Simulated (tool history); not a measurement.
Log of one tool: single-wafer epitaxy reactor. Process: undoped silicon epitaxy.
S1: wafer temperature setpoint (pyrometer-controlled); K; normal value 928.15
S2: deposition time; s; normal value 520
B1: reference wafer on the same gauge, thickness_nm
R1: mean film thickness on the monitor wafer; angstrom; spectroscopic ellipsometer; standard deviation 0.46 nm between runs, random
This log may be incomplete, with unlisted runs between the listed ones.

run    hour      S1   S2      B1       R1
  1     0.0  921.15  520  94.971   857.90
  2    44.2  921.15  520  94.969   848.18
  3    86.8  928.15  520  95.015  1016.51
  4   121.2  928.15  520  94.968  1014.90
  5   155.5  928.15  520  95.015  1013.60
  6   200.0  928.15  520  94.977  1018.06
  7   224.8  928.15  520  94.968  1013.04
  8   288.0  928.15  520  94.983  1024.00
  9   333.1  928.15  520  94.903  1023.25
 10   374.9  928.15  520  94.971  1023.55
 11   401.0  928.15  520  95.006  1026.80
 12   432.2  928.15  520  95.050  1026.42
 13   474.5  928.15  595  95.010  1168.17
 14   543.5  928.15  595  94.964  1178.04
 15   594.7  928.15  595  94.925  1180.33
      620.2  -- gauge calibrated
 16   647.5  928.15  520  94.964  1039.26
 17   690.1  937.15  604  95.026  1492.20
      744.1  -- pyrometer calibrated
 18   745.5  928.15  520  95.020  1004.62
 19   780.3  924.15  560  94.970   975.49
 20   832.4  928.15  520  94.991  1004.69
 21   899.1  928.15  570  95.033  1106.86
 22   954.6  928.15  520  95.054   993.10
 23  1020.4  941.15  434  95.041  1151.37
 24  1047.3  915.15  590  95.027   829.51
 25  1114.9  942.15  438  95.013  1186.76
 26  1178.6  933.15  471  94.987  1034.24
 27  1237.3  940.15  433  95.039  1113.40
 28  1290.6  928.15  520  95.033   997.95
 29  1339.5  928.15  520  95.021  1003.39
 30  1404.0  932.15  598  95.013  1291.64
 31  1435.9  940.15  520  94.994  1345.64
 32  1488.3  924.15  560  95.006   984.36

Below, some changes in R1 between adjacent runs. For each, the amount present without the hidden state too (settings, incoming material, random variation) and the amount remaining for the hidden state with gauge scatter not shared by both compared results:
Hidden state at play: wafer temperature above the value expected at the setpoint (K); gauge reads high (%).
Run 12 -> 13: S2 520 -> 595. R1 +141.75 angstrom: hidden state +3.99, all else +137.76.
Run 16 -> 17: S1 928.15 -> 937.15, S2 520 -> 604. R1 +452.94 angstrom: hidden state +12.36, all else +440.58.
Run 17 -> 18: S1 937.15 -> 928.15, S2 604 -> 520, pyrometer calibrated. R1 -487.58 angstrom: hidden state -38.41, all else -449.17.
Run 31 -> 32: S1 940.15 -> 924.15, S2 520 -> 560. R1 -361.28 angstrom: hidden state -0.77, all else -360.51.
